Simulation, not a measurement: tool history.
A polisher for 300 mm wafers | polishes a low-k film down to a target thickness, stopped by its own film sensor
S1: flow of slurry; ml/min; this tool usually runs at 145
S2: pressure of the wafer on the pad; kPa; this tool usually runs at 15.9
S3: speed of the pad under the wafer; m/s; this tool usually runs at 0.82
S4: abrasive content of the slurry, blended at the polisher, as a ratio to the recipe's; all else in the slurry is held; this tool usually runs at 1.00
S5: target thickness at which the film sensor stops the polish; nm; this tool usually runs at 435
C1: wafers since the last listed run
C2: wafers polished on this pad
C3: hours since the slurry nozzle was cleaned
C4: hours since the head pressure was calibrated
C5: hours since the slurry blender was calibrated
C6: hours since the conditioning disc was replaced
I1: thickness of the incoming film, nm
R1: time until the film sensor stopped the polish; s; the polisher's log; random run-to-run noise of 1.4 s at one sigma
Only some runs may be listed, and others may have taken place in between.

run 1 hour=0.0 | S1=145 S2=15.9 S3=0.82 S4=1.00 S5=435 | C1=0 C2=249 C3=124.2 C4=952.3 C5=81.8 C6=197.7 | I1=486.4 | R1=149.0
run 2 hour=12.3 | S1=145 S2=15.9 S3=0.82 S4=1.00 S5=435 | C1=56 C2=305 C3=136.5 C4=964.6 C5=94.1 C6=210.0 | I1=494.1 | R1=170.6
run 3 hour=36.9 | S1=145 S2=15.9 S3=0.82 S4=1.00 S5=435 | C1=112 C2=417 C3=161.1 C4=989.2 C5=118.7 C6=234.6 | I1=490.8 | R1=163.5
run 4 hour=71.2 | S1=145 S2=15.9 S3=0.82 S4=1.00 S5=435 | C1=156 C2=573 C3=195.4 C4=1023.5 C5=153.0 C6=268.9 | I1=490.6 | R1=165.1
run 5 hour=86.9 | S1=145 S2=15.9 S3=0.82 S4=1.00 S5=435 | C1=71 C2=644 C3=211.1 C4=1039.2 C5=168.7 C6=284.6 | I1=492.3 | R1=168.1
run 6 hour=109.0 | S1=145 S2=15.9 S3=0.82 S4=1.00 S5=435 | C1=100 C2=745 C3=233.2 C4=1061.3 C5=190.8 C6=306.7 | I1=484.1 | R1=144.0
run 7 hour=131.2 | S1=145 S2=15.9 S3=0.82 S4=1.00 S5=450 | C1=101 C2=846 C3=255.4 C4=1083.5 C5=213.0 C6=328.9 | I1=490.2 | R1=119.5
run 8 hour=157.9 | S1=115 S2=15.9 S3=0.82 S4=1.00 S5=435 | C1=121 C2=968 C3=282.1 C4=1110.2 C5=239.7 C6=355.6 | I1=487.5 | R1=159.9
run 9 hour=179.5 | S1=145 S2=15.9 S3=0.82 S4=1.00 S5=435 | C1=98 C2=1066 C3=303.7 C4=1131.8 C5=261.3 C6=377.2 | I1=495.6 | R1=182.4
run 10 hour=199.2 | S1=175 S2=15.9 S3=0.82 S4=1.00 S5=435 | C1=89 C2=1156 C3=323.4 C4=1151.5 C5=281.0 C6=396.9 | I1=494.5 | R1=174.1
-- hour=215.2 worn pad replaced by a new one
-- hour=230.4 conditioning disc replaced and pad reconditioned
run 11 hour=232.3 | S1=185 S2=15.9 S3=0.82 S4=0.80 S5=435 | C1=123 C2=68 C3=356.5 C4=1184.6 C5=314.1 C6=1.9 | I1=495.5 | R1=174.9
run 12 hour=248.1 | S1=145 S2=20.7 S3=1.02 S4=1.10 S5=420 | C1=71 C2=140 C3=372.3 C4=1200.4 C5=329.9 C6=17.7 | I1=497.2 | R1=131.0
-- hour=252.3 head pressure recalibrated
run 13 hour=281.9 | S1=170 S2=15.9 S3=0.82 S4=1.20 S5=435 | C1=144 C2=285 C3=406.1 C4=29.6 C5=363.7 C6=51.5 | I1=491.3 | R1=153.0
-- hour=285.6 slurry blender recalibrated
-- hour=298.2 slurry nozzle cleaned
run 14 hour=303.4 | S1=160 S2=15.9 S3=1.00 S4=0.85 S5=419 | C1=84 C2=369 C3=5.2 C4=51.1 C5=17.8 C6=73.0 | I1=494.3 | R1=219.1
run 15 hour=323.6 | S1=145 S2=15.9 S3=0.82 S4=1.00 S5=429 | C1=91 C2=461 C3=25.4 C4=71.3 C5=38.0 C6=93.2 | I1=487.5 | R1=176.7
run 16 hour=356.8 | S1=145 S2=15.9 S3=0.82 S4=1.00 S5=435 | C1=151 C2=612 C3=58.6 C4=104.5 C5=71.2 C6=126.4 | I1=495.2 | R1=186.7
run 17 hour=370.8 | S1=165 S2=20.7 S3=0.74 S4=1.00 S5=445 | C1=63 C2=676 C3=72.6 C4=118.5 C5=85.2 C6=140.4 | I1=490.5 | R1=114.9
run 18 hour=398.1 | S1=145 S2=13.8 S3=1.02 S4=1.00 S5=435 | C1=124 C2=800 C3=99.9 C4=145.8 C5=112.5 C6=167.7 | I1=497.2 | R1=191.2
run 19 hour=420.2 | S1=145 S2=15.9 S3=0.82 S4=1.00 S5=435 | C1=100 C2=901 C3=122.0 C4=167.9 C5=134.6 C6=189.8 | I1=484.0 | R1=149.7
run 20 hour=442.8 | S1=145 S2=15.9 S3=1.10 S4=1.10 S5=435 | C1=102 C2=1004 C3=144.6 C4=190.5 C5=157.2 C6=212.4 | I1=489.3 | R1=133.9
run 21 hour=476.8 | S1=180 S2=13.8 S3=0.82 S4=1.00 S5=435 | C1=154 C2=1159 C3=178.6 C4=224.5 C5=191.2 C6=246.4 | I1=496.6 | R1=207.1
run 22 hour=490.7 | S1=175 S2=15.9 S3=0.82 S4=1.00 S5=451 | C1=63 C2=1222 C3=192.5 C4=238.4 C5=205.1 C6=260.3 | I1=484.6 | R1=100.4
run 23 hour=519.3 | S1=145 S2=15.9 S3=0.82 S4=1.00 S5=435 | C1=130 C2=1352 C3=221.1 C4=267.0 C5=233.7 C6=288.9 | I1=491.5 | R1=173.6
-- hour=569.1 worn pad replaced by a new one
run 24 hour=570.4 | S1=180 S2=13.1 S3=0.82 S4=0.80 S5=448 | C1=214 C2=6 C3=272.2 C4=318.1 C5=284.8 C6=340.0 | I1=483.6 | R1=141.1
run 25 hour=585.5 | S1=130 S2=15.9 S3=0.82 S4=1.15 S5=435 | C1=68 C2=74 C3=287.3 C4=333.2 C5=299.9 C6=355.1 | I1=493.3 | R1=170.4

What if the next run were any one of these 5? Each begins from the tool's condition after run 25:
run A hour=586.0 | S1=145 S2=15.9 S3=0.82 S4=1.00 S5=435 | C1=2 C2=77 C3=287.8 C4=333.7 C5=300.4 C6=355.6 | I1=493.2 | R1=?
run B hour=586.0 | S1=170 S2=15.9 S3=0.60 S4=1.00 S5=435 | C1=2 C2=77 C3=287.8 C4=333.7 C5=300.4 C6=355.6 | I1=493.2 | R1=?
run C hour=586.0 | S1=95 S2=15.9 S3=0.82 S4=1.00 S5=435 | C1=2 C2=77 C3=287.8 C4=333.7 C5=300.4 C6=355.6 | I1=493.2 | R1=?
run D hour=586.0 | S1=190 S2=15.9 S3=0.74 S4=1.00 S5=435 | C1=2 C2=77 C3=287.8 C4=333.7 C5=300.4 C6=355.6 | I1=493.2 | R1=?
run E hour=586.0 | S1=170 S2=15.9 S3=0.82 S4=1.00 S5=435 | C1=2 C2=77 C3=287.8 C4=333.7 C5=300.4 C6=355.6 | I1=493.2 | R1=?

run=A R1=181.3
run=B R1=213.0
run=C R1=191.8
run=D R1=186.4
run=E R1=177.8
With no hidden state in the tool, these same runs would have given:
run=A R1=172.8
run=B R1=207.4
run=C R1=182.8
run=D R1=179.0
run=E R1=169.5
